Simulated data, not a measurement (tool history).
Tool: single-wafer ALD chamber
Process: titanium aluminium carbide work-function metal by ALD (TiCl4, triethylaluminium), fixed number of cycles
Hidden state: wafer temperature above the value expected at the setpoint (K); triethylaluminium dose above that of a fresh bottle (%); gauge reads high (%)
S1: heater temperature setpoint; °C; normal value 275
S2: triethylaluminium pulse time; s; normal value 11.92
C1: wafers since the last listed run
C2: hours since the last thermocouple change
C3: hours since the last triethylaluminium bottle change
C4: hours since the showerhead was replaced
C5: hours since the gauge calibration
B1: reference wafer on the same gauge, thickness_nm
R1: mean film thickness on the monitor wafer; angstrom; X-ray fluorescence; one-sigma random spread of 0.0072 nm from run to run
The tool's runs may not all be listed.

run    hour   S1     S2    C1      C2      C3      C4      C5     B1     R1
  1       0  275  14.04     0   703.8      27    5989  2183.3  1.965  18.61
  2    78.1  275  14.04   872   781.9   105.1  6067.1  2261.4  1.969  18.64
  3   155.1  275  11.92   860   858.9   182.1  6144.1  2338.4   1.97  18.31
  4   239.2  275  11.92   939     943   266.2  6228.2  2422.5  1.969  18.04
  5   338.1  275  11.92  1105  1041.9   365.1  6327.1  2521.4   1.97  17.97
  6   376.3  275  11.92   426  1080.1   403.3  6365.3  2559.6  1.968  18.02
  7   513.5  275  11.92  1533  1217.3   540.5  6502.5  2696.8  1.973  17.78
  8   598.1  275  11.92   945  1301.9   625.1  6587.1  2781.4  1.972  17.63
  9   656.8  275  11.92   655  1360.6   683.8  6645.8  2840.1  1.967  17.68
 10   742.3  275  11.92   955  1446.1   769.3  6731.3  2925.6  1.968  17.63
      789.9  -- gauge calibrated
 11   844.6  275  11.92  1143  1548.4   871.6  6833.6    54.7  1.969  17.59
 12     941  275  11.92  1077  1644.8     968    6930   151.1  1.972  17.44
 13    1056  275  11.92  1284  1759.8    1083    7045   266.1  1.969   17.5
 14  1096.9  275  11.92   457  1800.7  1123.9  7085.9     307   1.97  17.55
     1132.2  -- triethylaluminium bottle replaced
 15  1420.8  284   16.1  3529  2124.6   288.6  7409.8   630.9  1.969  16.71
 16  1462.6  288   9.76   467  2166.4   330.4  7451.6   672.7  1.971  10.89
 17  1520.6  266   8.89   648  2224.4   388.4  7509.6   730.7  1.968   8.15
 18  1577.1  288   8.89   631  2280.9   444.9  7566.1   787.2  1.968   8.61
 19  1614.3  288  11.92   415  2318.1   482.1  7603.3   824.4  1.966  12.34
       1654  -- triethylaluminium bottle replaced, repeated, since the last time left the tool worse
 20  1680.7  275  11.92   652  2384.5    26.7  7669.7   890.8  1.974  18.38
 21  1774.2  275  13.15  1044    2478   120.2  7763.2   984.3  1.971  18.46
 22  1841.2  275  11.92   748    2545   187.2  7830.2  1051.3   1.97  18.26
     1875.2  -- thermocouple changed; heater temperature recalibrated
 23  1877.6  285  13.37   317     2.4   223.6  7866.6  1087.7  1.974  19.35
 24  1977.5  275  11.92  1116   102.3   323.5  7966.5  1187.6  1.971  18.01
     2050.1  -- showerhead replaced
 25  2082.7  281   9.98  1086   207.5   428.7    32.6  1292.8  1.972  17.38
 26    2179  275  11.92  1076   303.8     525   128.9  1389.1  1.967  17.88
 27  2263.5  267  16.21   944   388.3   609.5   213.4  1473.6  1.972  17.91
 28  2348.2  275  11.92   946     473   694.2   298.1  1558.3   1.97  17.79
 29  2504.6  275   8.45  1747   629.4   850.6   454.5  1714.7  1.971  14.44
 30  2587.5  266  10.36   926   712.3   933.5   537.4  1797.6  1.969  16.04
     2657.3  -- triethylaluminium bottle replaced
 31    2688  275    7.3  1033   812.8    30.7   637.9  1898.1  1.972  13.98
 32  2760.4  267  15.49   808   885.2   103.1   710.3  1970.5  1.974  18.06

Hidden condition of the tool, last listed run before each entry between runs versus first listed run after:
Run 10 -> run 11: gauge calibrated (hour 789.9)
  triethylaluminium dose above that of a fresh bottle (%): -18.9 -> -19.4
  the result without the hidden state subtracted from the measured one, R1: -0.84 -> -0.89 angstrom
Run 14 -> run 15: triethylaluminium bottle replaced (hour 1132.2)
  triethylaluminium dose above that of a fresh bottle (%): -20.4 -> -41.6
  the result without the hidden state subtracted from the measured one, R1: -0.98 -> -2.83 angstrom
Run 19 -> run 20: triethylaluminium bottle replaced, repeated, since the last time left the tool worse (hour 1654)
  triethylaluminium dose above that of a fresh bottle (%): -45.2 -> -1.54
  the result without the hidden state subtracted from the measured one, R1: -7.4 -> -0.03 angstrom
Run 22 -> run 23: thermocouple changed; heater temperature recalibrated (hour 1875.2)
  triethylaluminium dose above that of a fresh bottle (%): -7.81 -> -8.89
  the result without the hidden state subtracted from the measured one, R1: -0.22 -> -0.16 angstrom
Run 24 -> run 25: showerhead replaced (hour 2050.1)
  triethylaluminium dose above that of a fresh bottle (%): -11.4 -> -13.4
  the result without the hidden state subtracted from the measured one, R1: -0.38 -> -0.96 angstrom
Run 30 -> run 31: triethylaluminium bottle replaced (hour 2657.3)
  triethylaluminium dose above that of a fresh bottle (%): -17.9 -> -2.56
  the result without the hidden state subtracted from the measured one, R1: -1.2 -> -0.3 angstrom
